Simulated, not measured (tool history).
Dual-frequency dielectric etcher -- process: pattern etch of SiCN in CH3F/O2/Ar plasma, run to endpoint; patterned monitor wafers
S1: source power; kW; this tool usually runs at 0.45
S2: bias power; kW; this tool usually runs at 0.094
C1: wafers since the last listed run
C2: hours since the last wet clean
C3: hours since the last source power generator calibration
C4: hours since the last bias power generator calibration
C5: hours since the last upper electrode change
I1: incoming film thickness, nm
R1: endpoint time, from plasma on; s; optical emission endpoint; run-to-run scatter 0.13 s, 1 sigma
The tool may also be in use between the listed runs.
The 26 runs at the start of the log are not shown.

run,hour,S1,S2,C1,C2,C3,C4,C5,I1,R1
27,2223.2,0.38,0.094,968,680.7,561.9,815,1298.4,6.66,15.5
# hour 2297.6: wet clean of the chamber
28,2298.1,0.54,0.084,524,0.5,636.8,889.9,1373.3,6.67,14.9
29,2381.8,0.45,0.094,861,84.2,720.5,973.6,1457,6.7,15.3
30,2419.6,0.53,0.094,389,122,758.3,1011.4,1494.8,6.72,14.2
31,2463,0.35,0.072,446,165.4,801.7,1054.8,1538.2,6.7,18.7
32,2541.4,0.45,0.094,807,243.8,880.1,1133.2,1616.6,6.72,15.3
33,2631.2,0.34,0.117,924,333.6,969.9,1223,1706.4,6.7,15.8
34,2702.6,0.52,0.094,735,405,1041.3,1294.4,1777.8,6.72,14.1
35,2797.9,0.42,0.074,981,500.3,1136.6,1389.7,1873.1,6.65,16.3

Consider 4 possible next runs. They are alternatives, not a sequence: every one starts from the tool as it was left by run 35. What does each give?
A,2798.3,0.45,0.094,4,500.7,1137,1390.1,1873.5,6.75,?
B,2798.3,0.49,0.094,4,500.7,1137,1390.1,1873.5,6.75,?
C,2798.3,0.4,0.074,4,500.7,1137,1390.1,1873.5,6.75,?
D,2798.3,0.53,0.082,4,500.7,1137,1390.1,1873.5,6.75,?

run,R1
A,15
B,14.4
C,17.1
D,14.5
Take away the tool's hidden state, keep each run's random variation, and the runs would have read:
run,R1
A,15.5
B,15
C,17.7
D,15.1
